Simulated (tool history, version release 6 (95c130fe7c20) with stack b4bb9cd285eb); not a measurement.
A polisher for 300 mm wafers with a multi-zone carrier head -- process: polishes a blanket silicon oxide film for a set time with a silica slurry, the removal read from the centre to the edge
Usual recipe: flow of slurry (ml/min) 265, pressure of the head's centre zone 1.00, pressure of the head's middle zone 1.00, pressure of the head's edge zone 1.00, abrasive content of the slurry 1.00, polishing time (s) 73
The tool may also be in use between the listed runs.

run    hour  flow of slurry (ml/min)  pressure of the head's centre zone  pressure of the head's middle zone  pressure of the head's edge zone  abrasive content of the slurry  polishing time (s)  incoming thickness of the incoming film, nm  film removed at the wafer's centre (angstrom)  film removed at mid-radius (angstrom)  film removed at the wafer's edge (angstrom)
  1     0.0                      265                                0.92                                1.00                              1.00                            1.00                  73                                       1721.6                                           1398                                   1506                                         1499
  2    98.3                      265                                0.92                                1.00                              1.00                            1.00                  73                                       1702.7                                           1357                                   1478                                         1479
      132.2  -- edge zone pressure recalibrated
      136.1  -- worn pad replaced by a new one
      136.3  -- slurry nozzle cleaned
  3   150.5                      265                                0.92                                1.00                              1.00                            1.00                  73                                       1696.8                                           1486                                   1627                                         1623
  4   256.6                      265                                1.00                                1.00                              1.00                            1.00                  73                                       1697.9                                           1560                                   1519                                         1506
  5   341.7                      265                                1.00                                1.00                              1.00                            1.00                  73                                       1721.2                                           1508                                   1452                                         1491
  6   380.6                      265                                1.00                                1.00                              1.00                            1.00                  73                                       1722.6                                           1482                                   1482                                         1486
      461.5  -- worn pad replaced by a new one
  7   476.9                      265                                1.00                                1.07                              1.05                            1.00                  73                                       1703.5                                           1626                                   1703                                         1667
      505.1  -- slurry nozzle cleaned
  8   528.1                      265                                1.00                                1.07                              1.05                            1.00                  73                                       1719.6                                           1550                                   1599                                         1600
  9   590.1                      265                                1.00                                1.04                              1.00                            1.00                  73                                       1715.1                                           1527                                   1554                                         1521
      653.0  -- carrier head's membrane replaced by a new one
 10   675.2                      265                                1.00                                1.00                              1.00                            1.00                  73                                       1707.0                                           1513                                   1490                                         1497
      713.9  -- edge zone pressure recalibrated
 11   740.3                      265                                1.00                                1.05                              1.00                            1.00                  73                                       1715.4                                           1505                                   1521                                         1463
      799.3  -- worn pad replaced by a new one
 12   802.1                      180                                1.00                                1.00                              0.93                            1.00                  73                                       1705.2                                           1534                                   1521                                         1499
      884.7  -- slurry nozzle cleaned
 13   906.1                      265                                1.00                                1.00                              1.00                            1.00                  73                                       1727.0                                           1525                                   1479                                         1529
 14   956.3                      265                                1.00                                1.00                              1.00                            0.90                  73                                       1704.9                                           1424                                   1389                                         1422
     1025.1  -- centre zone pressure recalibrated
     1103.2  -- worn pad replaced by a new one
 15  1120.7                      175                                1.00                                1.06                              1.00                            1.00                  73                                       1717.8                                           1537                                   1602                                         1552
 16  1209.0                      265                                1.00                                1.00                              1.00                            1.00                  80                                       1700.3                                           1677                                   1647                                         1681
     1241.2  -- edge zone pressure recalibrated
 17  1245.8                      265                                1.00                                1.00                              1.00                            1.00                  73                                       1701.2                                           1509                                   1485                                         1514
     1277.8  -- slurry nozzle cleaned
 18  1323.5                      265                                1.00                                1.00                              1.00                            1.00                  64                                       1717.1                                           1319                                   1302                                         1274
 19  1472.0                      265                                1.00                                1.00                              1.00                            1.25                  73                                       1695.4                                           1647                                   1599                                         1623
     1485.3  -- worn pad replaced by a new one
     1567.3  -- carrier head's membrane replaced by a new one
 20  1567.8                      265                                1.00                                1.09                              1.00                            0.90                  73                                       1723.9                                           1459                                   1564                                         1431
     1602.6  -- slurry nozzle cleaned
 21  1654.1                      265                                1.00                                0.97                              1.00                            0.85                  73                                       1730.0                                           1376                                   1315                                         1364

Below, some changes in film removed at the wafer's centre (angstrom) between adjacent runs. For each, the amount present without the hidden state too (settings, incoming material, random variation) and the amount remaining for the hidden state with gauge scatter not shared by both compared results:
The tool's hidden condition here consists of: removal rate lost through wear of the pad, %; slurry flow missing at the pad, %; deviation of the centre zone's pressure from its setpoint, %; deviation of the edge zone's pressure from its setpoint, %.
Run 6 -> 7: pressure of the head's middle zone 1.00 -> 1.07, pressure of the head's edge zone 1.00 -> 1.05, worn pad replaced by a new one. film removed at the wafer's centre (angstrom) +144: hidden state +134, all else +10.
Run 11 -> 12: flow of slurry (ml/min) 265 -> 180, pressure of the head's middle zone 1.05 -> 1.00, pressure of the head's edge zone 1.00 -> 0.93, worn pad replaced by a new one. film removed at the wafer's centre (angstrom) +29: hidden state +128, all else -99.
Run 17 -> 18: polishing time (s) 73 -> 64, slurry nozzle cleaned. film removed at the wafer's centre (angstrom) -190: hidden state -6, all else -184.
Run 18 -> 19: abrasive content of the slurry 1.00 -> 1.25, polishing time (s) 64 -> 73. film removed at the wafer's centre (angstrom) +328: hidden state -57, all else +385.

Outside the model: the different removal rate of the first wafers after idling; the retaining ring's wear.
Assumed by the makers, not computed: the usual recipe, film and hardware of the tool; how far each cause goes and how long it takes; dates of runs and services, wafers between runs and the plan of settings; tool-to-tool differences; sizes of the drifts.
